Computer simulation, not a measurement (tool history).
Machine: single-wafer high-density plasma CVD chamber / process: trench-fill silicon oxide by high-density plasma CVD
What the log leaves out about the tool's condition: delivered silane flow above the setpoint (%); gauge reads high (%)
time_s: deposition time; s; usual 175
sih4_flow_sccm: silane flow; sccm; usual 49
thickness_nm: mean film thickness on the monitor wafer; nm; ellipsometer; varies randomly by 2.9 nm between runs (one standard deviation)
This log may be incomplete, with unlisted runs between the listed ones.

run,hour,time_s,sih4_flow_sccm,wafers since the last listed run,hours since the silane flow controller was replaced,hours since the gauge calibration,"read-back reference wafer on the same gauge, thickness_nm",thickness_nm
1,0,166,49,0,1685,51.5,804.62,934.663
2,32,175,49,207,1717,83.5,804.075,985.646
3,49.8,175,49,115,1734.8,101.3,803.135,982.583
4,84.5,175,49,224,1769.5,136,804.025,984.746
5,119.2,187,49,224,1804.2,170.7,803.098,1052.886
6,138.1,175,51,122,1823.1,189.6,803.283,1023.436
7,156.9,188,42,121,1841.9,208.4,802.789,915.753
8,187.1,188,42,195,1872.1,238.6,803.155,915.23
9,207.6,175,49,132,1892.6,259.1,804.682,986.489
10,231.1,175,49,152,1916.1,282.6,804.147,988.103
11,246.3,175,49,98,1931.3,297.8,804.336,990.294
12,272.6,175,49,170,1957.6,324.1,803.741,993.231
13,289,175,49,106,1974,340.5,803.557,986.238
14,312.8,175,52,154,1997.8,364.3,803.81,1042.098
15,334.4,175,49,139,2019.4,385.9,804.677,986.647
# hour 343.6: gauge calibrated
16,361.1,175,55,172,2046.1,17.5,803.846,1104.058
17,380,175,49,122,2065,36.4,803.276,991.044
18,405,175,40,161,2090,61.4,803.217,815.443
19,426.9,184,56,141,2111.9,83.3,803.497,1181.339
20,452.9,175,41,168,2137.9,109.3,803.308,838.479
21,488.2,146,58,228,2173.2,144.6,804.162,972.651
22,521.7,175,49,217,2206.7,178.1,803.734,996.567
23,549.7,146,49,181,2234.7,206.1,803.339,831.85
# hour 582.5: silane flow controller replaced
24,583,158,42,163,0.5,239.4,803.794,746.268
25,593.6,175,49,68,11.1,250,803.886,956.975
26,626.9,143,44,215,44.4,283.3,804.717,710.857
27,645,154,54,117,62.5,301.4,803.711,917.693
28,668.9,175,49,154,86.4,325.3,803.96,958.078
# hour 675.3: gauge calibrated
29,681.1,144,55,79,98.6,5.8,804.614,883.831
30,711.9,175,49,199,129.4,36.6,803.823,956.725
31,731.1,149,49,124,148.6,55.8,803.887,814.453

Here are 5 independent what-if runs from the current tool condition. What would each one return?
A,731.5,175,49,2,149,56.2,?,?
B,731.5,205,53,2,149,56.2,?,?
C,731.5,206,43,2,149,56.2,?,?
D,731.5,175,43,2,149,56.2,?,?
E,731.5,186,57,2,149,56.2,?,?

run,"read-back reference wafer on the same gauge, thickness_nm",thickness_nm
A,804.391,965.869
B,804.391,1219.006
C,804.391,1004.985
D,804.391,853.749
E,804.391,1185.47
With no hidden state in the tool, these same runs would have given:
run,thickness_nm
A,961.176
B,1213.084
C,1000.102
D,849.601
E,1179.71

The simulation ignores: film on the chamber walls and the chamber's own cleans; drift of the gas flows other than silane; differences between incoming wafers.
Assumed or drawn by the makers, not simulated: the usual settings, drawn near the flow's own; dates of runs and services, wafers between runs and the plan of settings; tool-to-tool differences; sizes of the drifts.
